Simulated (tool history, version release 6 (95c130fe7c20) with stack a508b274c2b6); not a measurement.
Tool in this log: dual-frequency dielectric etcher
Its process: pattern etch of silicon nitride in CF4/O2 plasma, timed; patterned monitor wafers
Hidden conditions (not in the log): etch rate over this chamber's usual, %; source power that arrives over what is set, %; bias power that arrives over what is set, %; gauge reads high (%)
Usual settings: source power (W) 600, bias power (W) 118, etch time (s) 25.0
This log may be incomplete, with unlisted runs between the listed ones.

| run | hour | source power (W) | bias power (W) | etch time (s) | wafers since the last listed run | hours since the last wet clean | hours since the last source power generator calibration | hours since the last bias power generator calibration | hours since the last upper electrode change | hours since the gauge calibration | read-back reference wafer on the same gauge, depth_nm | mean etch depth across the wafer (angstrom) |
|---|---|---|---|---|---|---|---|---|---|---|---|---|
| 1 | 0.0 | 490 | 132 | 25.0 | 0 | 172.5 | 2264.8 | 2716.2 | 2079.7 | 107.4 | 43.3 | 405 |
| 2 | 12.3 | 490 | 132 | 25.0 | 189 | 184.8 | 2277.1 | 2728.5 | 2092.0 | 119.7 | 43.3 | 404 |
| 3 | 29.7 | 600 | 132 | 25.0 | 268 | 202.2 | 2294.5 | 2745.9 | 2109.4 | 137.1 | 43.3 | 505 |
| 4 | 47.2 | 600 | 118 | 26.5 | 269 | 219.7 | 2312.0 | 2763.4 | 2126.9 | 154.6 | 43.3 | 521 |
| 5 | 57.2 | 600 | 118 | 25.0 | 154 | 229.7 | 2322.0 | 2773.4 | 2136.9 | 164.6 | 43.3 | 491 |
| 6 | 72.1 | 600 | 118 | 25.0 | 229 | 244.6 | 2336.9 | 2788.3 | 2151.8 | 179.5 | 43.3 | 486 |
| 7 | 106.3 | 600 | 118 | 25.0 | 527 | 278.8 | 2371.1 | 2822.5 | 2186.0 | 213.7 | 43.3 | 487 |
| 8 | 115.3 | 600 | 118 | 25.0 | 138 | 287.8 | 2380.1 | 2831.5 | 2195.0 | 222.7 | 43.3 | 484 |
| 9 | 127.9 | 600 | 118 | 25.0 | 194 | 300.4 | 2392.7 | 2844.1 | 2207.6 | 235.3 | 43.4 | 482 |
|  | 158.4 | upper electrode replaced |
| 10 | 158.9 | 600 | 118 | 25.0 | 107 | 331.4 | 2423.7 | 2875.1 | 0.5 | 266.3 | 43.3 | 485 |
| 11 | 159.3 | 600 | 118 | 25.0 | 6 | 331.8 | 2424.1 | 2875.5 | 0.9 | 266.7 | 43.3 | 482 |
| 12 | 168.6 | 570 | 118 | 25.0 | 143 | 341.1 | 2433.4 | 2884.8 | 10.2 | 276.0 | 43.3 | 460 |
|  | 186.6 | source power generator calibrated |
| 13 | 187.1 | 570 | 118 | 25.0 | 223 | 359.6 | 0.5 | 2903.3 | 28.7 | 294.5 | 43.3 | 454 |
| 14 | 200.4 | 600 | 118 | 25.0 | 205 | 372.9 | 13.8 | 2916.6 | 42.0 | 307.8 | 43.3 | 476 |
| 15 | 213.3 | 600 | 118 | 25.0 | 198 | 385.8 | 26.7 | 2929.5 | 54.9 | 320.7 | 43.3 | 479 |
| 16 | 249.9 | 600 | 89 | 28.0 | 564 | 422.4 | 63.3 | 2966.1 | 91.5 | 357.3 | 43.3 | 499 |
|  | 254.5 | gauge calibrated |
|  | 255.3 | bias power generator calibrated |
| 17 | 262.1 | 750 | 147 | 28.5 | 126 | 434.6 | 75.5 | 6.8 | 103.7 | 7.6 | 43.3 | 737 |
| 18 | 271.0 | 500 | 100 | 32.0 | 137 | 443.5 | 84.4 | 15.7 | 112.6 | 16.5 | 43.2 | 485 |
|  | 297.4 | wet clean of the chamber |
| 19 | 297.9 | 500 | 102 | 25.0 | 44 | 0.5 | 111.3 | 42.6 | 139.5 | 43.4 | 43.3 | 396 |
| 20 | 301.1 | 600 | 105 | 25.0 | 49 | 3.7 | 114.5 | 45.8 | 142.7 | 46.6 | 43.3 | 487 |
| 21 | 314.2 | 720 | 106 | 25.0 | 202 | 16.8 | 127.6 | 58.9 | 155.8 | 59.7 | 43.3 | 587 |
| 22 | 327.4 | 600 | 118 | 25.0 | 203 | 30.0 | 140.8 | 72.1 | 169.0 | 72.9 | 43.3 | 505 |
| 23 | 334.5 | 690 | 104 | 32.0 | 109 | 37.1 | 147.9 | 79.2 | 176.1 | 80.0 | 43.3 | 713 |
| 24 | 341.9 | 600 | 109 | 21.5 | 114 | 44.5 | 155.3 | 86.6 | 183.5 | 87.4 | 43.3 | 419 |
| 25 | 358.9 | 480 | 99 | 30.0 | 262 | 61.5 | 172.3 | 103.6 | 200.5 | 104.4 | 43.3 | 448 |
| 26 | 376.9 | 600 | 132 | 25.0 | 277 | 79.5 | 190.3 | 121.6 | 218.5 | 122.4 | 43.4 | 515 |
| 27 | 383.4 | 740 | 104 | 23.0 | 100 | 86.0 | 196.8 | 128.1 | 225.0 | 128.9 | 43.3 | 546 |
| 28 | 396.8 | 600 | 118 | 25.0 | 206 | 99.4 | 210.2 | 141.5 | 238.4 | 142.3 | 43.3 | 498 |
| 29 | 405.0 | 600 | 118 | 25.0 | 126 | 107.6 | 218.4 | 149.7 | 246.6 | 150.5 | 43.3 | 501 |
| 30 | 411.4 | 740 | 136 | 18.0 | 98 | 114.0 | 224.8 | 156.1 | 253.0 | 156.9 | 43.3 | 461 |

Had the tool no unlogged condition, and each run kept its random variation, what would the results have been?
| run | mean etch depth across the wafer (angstrom) |
|---|---|
| 1 | 412 |
| 2 | 412 |
| 3 | 515 |
| 4 | 532 |
| 5 | 503 |
| 6 | 498 |
| 7 | 501 |
| 8 | 498 |
| 9 | 497 |
| 10 | 501 |
| 11 | 498 |
| 12 | 476 |
| 13 | 470 |
| 14 | 494 |
| 15 | 498 |
| 16 | 520 |
| 17 | 770 |
| 18 | 507 |
| 19 | 394 |
| 20 | 485 |
| 21 | 585 |
| 22 | 504 |
| 23 | 712 |
| 24 | 418 |
| 25 | 449 |
| 26 | 517 |
| 27 | 548 |
| 28 | 501 |
| 29 | 504 |
| 30 | 464 |
